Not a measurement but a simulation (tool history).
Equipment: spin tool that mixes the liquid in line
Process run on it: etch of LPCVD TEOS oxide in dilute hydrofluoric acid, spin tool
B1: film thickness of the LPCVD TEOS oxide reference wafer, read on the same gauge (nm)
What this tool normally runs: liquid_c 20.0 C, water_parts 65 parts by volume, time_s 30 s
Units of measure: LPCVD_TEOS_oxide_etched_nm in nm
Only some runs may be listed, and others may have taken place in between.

{"run": 1, "day": 0.0, "liquid_c": 20.0, "water_parts": 65, "time_s": 30, "B1": 90.01, "LPCVD_TEOS_oxide_etched_nm": 12.61}
{"run": 2, "day": 3.796, "liquid_c": 20.0, "water_parts": 65, "time_s": 30, "B1": 90.03, "LPCVD_TEOS_oxide_etched_nm": 12.36}
{"run": 3, "day": 6.85, "liquid_c": 20.0, "water_parts": 65, "time_s": 30, "B1": 89.99, "LPCVD_TEOS_oxide_etched_nm": 12.6}
{"run": 4, "day": 9.617, "liquid_c": 17.5, "water_parts": 80, "time_s": 30, "B1": 89.99, "LPCVD_TEOS_oxide_etched_nm": 8.97}
{"run": 5, "day": 12.454, "liquid_c": 17.5, "water_parts": 80, "time_s": 30, "B1": 89.99, "LPCVD_TEOS_oxide_etched_nm": 8.95}
{"run": 6, "day": 15.212, "liquid_c": 20.0, "water_parts": 65, "time_s": 30, "B1": 90.03, "LPCVD_TEOS_oxide_etched_nm": 12.37}
{"run": 7, "day": 17.146, "liquid_c": 20.0, "water_parts": 65, "time_s": 30, "B1": 90.01, "LPCVD_TEOS_oxide_etched_nm": 12.48}
{"run": 8, "day": 19.958, "liquid_c": 20.0, "water_parts": 65, "time_s": 30, "B1": 90.0, "LPCVD_TEOS_oxide_etched_nm": 12.48}
{"run": 9, "day": 23.404, "liquid_c": 20.0, "water_parts": 65, "time_s": 30, "B1": 89.99, "LPCVD_TEOS_oxide_etched_nm": 12.34}
{"run": 10, "day": 26.708, "liquid_c": 23.0, "water_parts": 65, "time_s": 30, "B1": 90.0, "LPCVD_TEOS_oxide_etched_nm": 13.87}
{"run": 11, "day": 30.688, "liquid_c": 23.0, "water_parts": 65, "time_s": 30, "B1": 90.01, "LPCVD_TEOS_oxide_etched_nm": 13.82}
{"run": 12, "day": 34.671, "liquid_c": 20.0, "water_parts": 65, "time_s": 30, "B1": 89.99, "LPCVD_TEOS_oxide_etched_nm": 12.11}
{"run": 13, "day": 38.683, "liquid_c": 23.5, "water_parts": 50, "time_s": 15, "B1": 90.0, "LPCVD_TEOS_oxide_etched_nm": 9.11}
{"run": 14, "day": 42.854, "liquid_c": 17.0, "water_parts": 45, "time_s": 25, "B1": 90.0, "LPCVD_TEOS_oxide_etched_nm": 12.82}
{"run": 15, "day": 46.338, "liquid_c": 17.0, "water_parts": 95, "time_s": 30, "B1": 89.99, "LPCVD_TEOS_oxide_etched_nm": 7.02}
{"run": 16, "day": 48.692, "liquid_c": 22.0, "water_parts": 35, "time_s": 15, "B1": 90.0, "LPCVD_TEOS_oxide_etched_nm": 12.36}
{"run": 17, "day": 52.058, "liquid_c": 18.0, "water_parts": 45, "time_s": 30, "B1": 90.0, "LPCVD_TEOS_oxide_etched_nm": 16.0}
{"run": 18, "day": 54.329, "liquid_c": 22.0, "water_parts": 65, "time_s": 50, "B1": 90.02, "LPCVD_TEOS_oxide_etched_nm": 21.32}
{"run": 19, "day": 56.4, "liquid_c": 23.0, "water_parts": 50, "time_s": 15, "B1": 89.99, "LPCVD_TEOS_oxide_etched_nm": 9.74}
{"run": 20, "day": 58.183, "liquid_c": 17.0, "water_parts": 65, "time_s": 15, "B1": 89.98, "LPCVD_TEOS_oxide_etched_nm": 5.65}
{"run": 21, "day": 70.371, "liquid_c": 23.0, "water_parts": 50, "time_s": 15, "B1": 90.0, "LPCVD_TEOS_oxide_etched_nm": 9.57}
{"run": 22, "day": 72.179, "liquid_c": 20.0, "water_parts": 65, "time_s": 30, "B1": 89.97, "LPCVD_TEOS_oxide_etched_nm": 12.66}
{"run": 23, "day": 74.454, "liquid_c": 21.5, "water_parts": 65, "time_s": 40, "B1": 89.99, "LPCVD_TEOS_oxide_etched_nm": 17.81}

Missing from the log above: 3 entries noted between runs. For each, name the pair of listed runs it sits between and say how the tool's hidden condition differs from the listed run just before to the listed run just after:
Run 9 -> run 10: gauge calibrated (day 24.033)
  liquid colder than its thermometer reads (K): 1.18 -> 1.28
  measured less the result without the state, LPCVD_TEOS_oxide_etched_nm: -0.63 -> -0.75 nm
Run 16 -> run 17: hydrofluoric acid flow meter replaced (day 51.367)
  liquid colder than its thermometer reads (K): 1.99 -> 2.1
  measured less the result without the state, LPCVD_TEOS_oxide_etched_nm: -1.10 -> -1.54 nm
Run 18 -> run 19: thermometer replaced (day 56.250)
  liquid colder than its thermometer reads (K): 2.17 -> 0.0478
  measured less the result without the state, LPCVD_TEOS_oxide_etched_nm: -2.02 -> -0.02 nm

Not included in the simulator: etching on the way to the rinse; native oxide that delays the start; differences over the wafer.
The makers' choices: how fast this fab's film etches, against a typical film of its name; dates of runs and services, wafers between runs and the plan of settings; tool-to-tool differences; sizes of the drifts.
